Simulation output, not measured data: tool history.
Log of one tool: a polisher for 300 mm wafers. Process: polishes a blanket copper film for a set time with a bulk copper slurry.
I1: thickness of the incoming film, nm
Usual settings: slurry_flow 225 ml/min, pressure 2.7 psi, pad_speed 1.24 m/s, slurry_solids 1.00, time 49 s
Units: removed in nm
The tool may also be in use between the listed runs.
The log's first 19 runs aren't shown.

run 20 hour=328.9 | slurry_flow=290 pressure=2.1 pad_speed=1.24 slurry_solids=1.00 time=33 | I1=1996.6 | removed=287.0
run 21 hour=342.5 | slurry_flow=225 pressure=2.7 pad_speed=1.24 slurry_solids=1.00 time=49 | I1=2022.2 | removed=535.0
run 22 hour=352.4 | slurry_flow=225 pressure=2.7 pad_speed=1.24 slurry_solids=1.00 time=49 | I1=2005.3 | removed=542.4
run 23 hour=360.1 | slurry_flow=225 pressure=2.7 pad_speed=1.24 slurry_solids=0.85 time=44 | I1=1985.0 | removed=458.9
run 24 hour=366.8 | slurry_flow=225 pressure=2.7 pad_speed=1.24 slurry_solids=1.20 time=49 | I1=1997.2 | removed=558.2
run 25 hour=381.4 | slurry_flow=225 pressure=2.7 pad_speed=1.08 slurry_solids=0.75 time=49 | I1=1969.8 | removed=426.4
run 26 hour=388.0 | slurry_flow=265 pressure=2.7 pad_speed=1.00 slurry_solids=1.10 time=49 | I1=2017.2 | removed=444.6
-- hour=397.8 worn pad replaced by a new one
run 27 hour=404.8 | slurry_flow=200 pressure=2.7 pad_speed=1.60 slurry_solids=1.00 time=49 | I1=1978.3 | removed=671.5
run 28 hour=414.3 | slurry_flow=225 pressure=3.0 pad_speed=1.24 slurry_solids=0.90 time=49 | I1=2020.8 | removed=574.6
run 29 hour=422.3 | slurry_flow=225 pressure=2.7 pad_speed=1.24 slurry_solids=1.00 time=49 | I1=2021.4 | removed=529.6
run 30 hour=437.7 | slurry_flow=225 pressure=2.7 pad_speed=1.24 slurry_solids=1.00 time=49 | I1=1980.7 | removed=536.2

4 ways to go on from here, each from the tool as it stands after run 30. What would each give?
run A hour=438.1 | slurry_flow=225 pressure=2.7 pad_speed=1.24 slurry_solids=1.00 time=43 | I1=2000.9 | removed=?
run B hour=438.1 | slurry_flow=190 pressure=2.7 pad_speed=1.24 slurry_solids=0.80 time=49 | I1=2000.9 | removed=?
run C hour=438.1 | slurry_flow=270 pressure=2.7 pad_speed=1.56 slurry_solids=0.85 time=34 | I1=2000.9 | removed=?
run D hour=438.1 | slurry_flow=225 pressure=2.7 pad_speed=1.24 slurry_solids=0.75 time=41 | I1=2000.9 | removed=?

run=A removed=465.6
run=B removed=488.8
run=C removed=453.7
run=D removed=412.0
Without the tool's hidden state the same runs would have given:
run=A removed=465.6
run=B removed=488.8
run=C removed=453.7
run=D removed=412.0
